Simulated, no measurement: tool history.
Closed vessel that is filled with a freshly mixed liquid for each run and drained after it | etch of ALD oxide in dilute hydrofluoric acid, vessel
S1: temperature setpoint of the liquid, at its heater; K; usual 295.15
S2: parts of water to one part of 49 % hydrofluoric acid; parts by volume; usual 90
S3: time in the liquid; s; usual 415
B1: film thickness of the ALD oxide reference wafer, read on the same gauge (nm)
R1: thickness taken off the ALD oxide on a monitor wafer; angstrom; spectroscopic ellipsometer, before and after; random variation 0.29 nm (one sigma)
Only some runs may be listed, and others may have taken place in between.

run   hour      S1   S2   S3     B1     R1
  1      0  295.15  100  415     60  522.2
  2     20  295.15  100  415  59.99  520.5
  3   52.2  295.15  100  415     60  525.6
  4   80.1  295.15   90  415  59.99  594.8
  5  103.3  295.15   90  415  59.98  588.1
  6  136.8  297.65   65  415     60  938.7
  7  171.8  297.65   65  415  60.02  947.3
       195  -- hydrofluoric acid flow meter replaced
  8  207.4  297.65   65  415     60  868.4
  9  224.6  295.15   90  415  59.99  548.7
     244.9  -- thermometer replaced
 10  250.3  295.15   90  415  60.01  549.9
 11  277.6  295.15   90  415     60  553.1
 12  304.7  295.15   90  415  60.02  554.5
 13    319  295.15   90  620  59.99  832.1
 14  351.7  291.15   90  205  60.01  233.9
 15  385.6  292.15   90  415     60  500.5
 16  411.8  298.15  125  320  59.99  339.4
 17  428.6  295.15  125  610  60.01  570.8
     448.6  -- gauge calibrated
 18    463  295.15   90  240  60.01  326.9
 19  475.2  295.15   90  585     60  798.5
 20  493.6  298.15   90  415  60.02    636

What will run 21 give?
 21  524.1  291.65  90  415   ?   ?

B1: 60
R1: 494.2 angstrom
Without the tool's hidden state the same run would have given R1 472.2 angstrom.
